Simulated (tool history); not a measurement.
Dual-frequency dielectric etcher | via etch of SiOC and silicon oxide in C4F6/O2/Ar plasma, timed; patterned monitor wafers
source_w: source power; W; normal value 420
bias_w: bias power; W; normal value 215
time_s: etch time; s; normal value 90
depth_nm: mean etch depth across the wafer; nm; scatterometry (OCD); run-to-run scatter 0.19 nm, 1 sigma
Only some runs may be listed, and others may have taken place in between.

run,hour,source_w,bias_w,time_s,wafers since the last listed run,hours since the last wet clean,hours since the last source power generator calibration,hours since the last bias power generator calibration,hours since the last upper electrode change,hours since the gauge calibration,"read-back reference wafer on the same gauge, depth_nm",depth_nm
1,0,420,255,90,0,273.4,1229.3,4635.5,4452.7,436.7,86,112.1
2,32.2,420,255,90,265,305.6,1261.5,4667.7,4484.9,468.9,86,112.3
3,73.4,420,255,90,339,346.8,1302.7,4708.9,4526.1,510.1,86,112.6
4,121,420,215,79.5,392,394.4,1350.3,4756.5,4573.7,557.7,86,94.5
# hour 273.9: wet clean of the chamber
5,274.4,420,226,90,1067,0.5,1503.7,4909.9,4727.1,711.1,86,107.4
6,293.8,420,226,90,160,19.9,1523.1,4929.3,4746.5,730.5,86,107.6
7,333,420,226,90,323,59.1,1562.3,4968.5,4785.7,769.7,86,107.7
# hour 363.8: upper electrode replaced
8,365.1,420,215,90,66,91.2,1594.4,5000.6,1.3,801.8,86,105.9
# hour 431.9: bias power generator calibrated
9,432.4,420,215,90,522,158.5,1661.7,0.5,68.6,869.1,86,106.3
# hour 443.9: source power generator calibrated
10,488,420,215,90,425,214.1,44.1,56.1,124.2,924.7,86,105.3
11,520.3,420,215,90,266,246.4,76.4,88.4,156.5,957,86,105.3
12,557.6,330,262,113.5,307,283.7,113.7,125.7,193.8,994.3,86,130.9
13,614.1,420,215,71.5,466,340.2,170.2,182.2,250.3,1050.8,86,84.2
14,661.5,370,164,90,391,387.6,217.6,229.6,297.7,1098.2,86,94.8
# hour 687.7: gauge calibrated
15,704.4,420,215,90,353,430.5,260.5,272.5,340.6,16.7,86,106.8
16,749.6,460,215,82,372,475.7,305.7,317.7,385.8,61.9,86,100.4
# hour 806.5: wet clean of the chamber
17,816.7,510,182,113,355,10.2,372.8,384.8,452.9,129,86,134.6
18,871.8,380,198,110.5,454,65.3,427.9,439.9,508,184.1,86,122.4
19,912.6,420,215,90,336,106.1,468.7,480.7,548.8,224.9,86,105.7
20,957.1,350,229,68,367,150.6,513.2,525.2,593.3,269.4,86,76.6
21,1012.2,420,215,90,454,205.7,568.3,580.3,648.4,324.5,86,105.9
22,1045.4,420,215,90,273,238.9,601.5,613.5,681.6,357.7,86,106.2
23,1091.3,420,215,71,378,284.8,647.4,659.4,727.5,403.6,86,84.3

Predict each of these 4 candidate next runs independently; none follows another, all start after run 23:
A,1091.7,420,215,90,3,285.2,647.8,659.8,727.9,404,?,?
B,1091.7,330,196,97,3,285.2,647.8,659.8,727.9,404,?,?
C,1091.7,360,215,68,3,285.2,647.8,659.8,727.9,404,?,?
D,1091.7,420,178,68,3,285.2,647.8,659.8,727.9,404,?,?

run,"read-back reference wafer on the same gauge, depth_nm",depth_nm
A,86,106.6
B,86,103.5
C,86,76.5
D,86,76.5
With the hidden condition removed and each run's random variation left untouched, the same runs would have given:
run,depth_nm
A,104.4
B,101.3
C,75
D,74.9

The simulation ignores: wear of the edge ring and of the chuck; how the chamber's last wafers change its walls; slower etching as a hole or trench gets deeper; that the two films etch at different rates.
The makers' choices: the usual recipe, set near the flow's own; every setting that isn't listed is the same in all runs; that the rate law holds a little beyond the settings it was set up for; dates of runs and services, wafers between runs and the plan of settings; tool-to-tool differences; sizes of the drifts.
